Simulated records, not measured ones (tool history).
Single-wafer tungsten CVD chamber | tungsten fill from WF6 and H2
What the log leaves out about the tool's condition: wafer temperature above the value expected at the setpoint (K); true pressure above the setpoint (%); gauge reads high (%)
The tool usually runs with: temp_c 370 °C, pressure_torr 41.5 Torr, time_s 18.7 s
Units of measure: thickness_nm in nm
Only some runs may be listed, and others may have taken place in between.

run,hour,temp_c,pressure_torr,time_s,wafers since the last listed run,hours since the last thermocouple change,hours since the last manometer calibration,hours since the showerhead was replaced,hours since the gauge calibration,"read-back reference wafer on the same gauge, thickness_nm",thickness_nm
1,0.0,380,49.0,18.7,0,646.2,313.9,2664.9,678.6,33.612,44.772
2,70.4,380,49.0,18.7,1110,716.6,384.3,2735.3,749.0,33.600,44.659
3,145.8,377,41.5,18.7,1189,792.0,459.7,2810.7,824.4,33.612,39.563
4,246.8,377,41.5,18.7,1592,893.0,560.7,2911.7,925.4,33.611,39.410
5,313.2,370,38.9,18.7,1047,959.4,627.1,2978.1,991.8,33.598,33.691
6,402.6,370,41.5,19.6,1410,1048.8,716.5,3067.5,1081.2,33.581,36.291
7,468.1,370,41.5,19.6,1033,1114.3,782.0,3133.0,1146.7,33.598,36.094
8,529.7,370,41.5,18.7,971,1175.9,843.6,3194.6,1208.3,33.583,34.298
9,606.7,370,41.5,18.7,1214,1252.9,920.6,3271.6,1285.3,33.593,34.345
# hour 633.9: capacitance manometer re-zeroed and calibrated
# hour 677.0: gauge calibrated
10,691.2,370,41.5,18.7,1206,1337.4,57.3,3356.1,14.2,33.595,34.992
11,771.7,370,37.9,18.7,1269,1417.9,137.8,3436.6,94.7,33.626,33.716
# hour 835.6: showerhead replaced
12,845.8,370,37.9,18.7,1042,1492.0,211.9,10.2,168.8,33.600,33.683
13,935.6,370,49.2,18.7,1416,1581.8,301.7,100.0,258.6,33.595,37.540
14,975.7,370,51.5,16.1,632,1621.9,341.8,140.1,298.7,33.594,32.799
15,1052.2,361,46.1,15.8,1206,1698.4,418.3,216.6,375.2,33.617,25.913
16,1124.3,359,41.5,18.7,1137,1770.5,490.4,288.7,447.3,33.608,28.207
# hour 1146.0: thermocouple changed; heater temperature recalibrated
17,1179.0,370,41.5,17.5,736,33.0,545.1,343.4,502.0,33.618,31.837
18,1261.3,370,41.5,15.8,1298,115.3,627.4,425.7,584.3,33.599,28.717
# hour 1538.2: capacitance manometer re-zeroed and calibrated
19,1580.3,378,45.2,18.7,4905,434.3,42.1,744.7,903.3,33.608,41.442
20,1641.9,377,34.9,17.7,971,495.9,103.7,806.3,964.9,33.588,34.895
21,1697.8,370,38.8,19.8,881,551.8,159.6,862.2,1020.8,33.607,35.895
22,1747.7,370,41.5,18.7,787,601.7,209.5,912.1,1070.7,33.604,34.899
23,1783.8,370,41.5,18.7,569,637.8,245.6,948.2,1106.8,33.572,34.757
24,1829.0,359,45.5,18.7,712,683.0,290.8,993.4,1152.0,33.574,29.322
25,1868.1,370,47.7,15.9,616,722.1,329.9,1032.5,1191.1,33.589,31.278

Table of differences, measured result less the result of that run with no hidden state. Run-to-run variation is the same in both. Gauge scatter possibly is not:
run,thickness_nm
1,+0.803
2,+0.773
3,+0.647
4,+0.557
5,+0.422
6,+0.347
7,+0.249
8,+0.141
9,+0.006
10,+0.787
11,+0.751
12,+0.731
13,+0.773
14,+0.654
15,+0.498
16,+0.492
17,-0.180
18,-0.156
19,+0.616
20,+0.549
21,+0.592
22,+0.583
23,+0.581
24,+0.510
25,+0.510
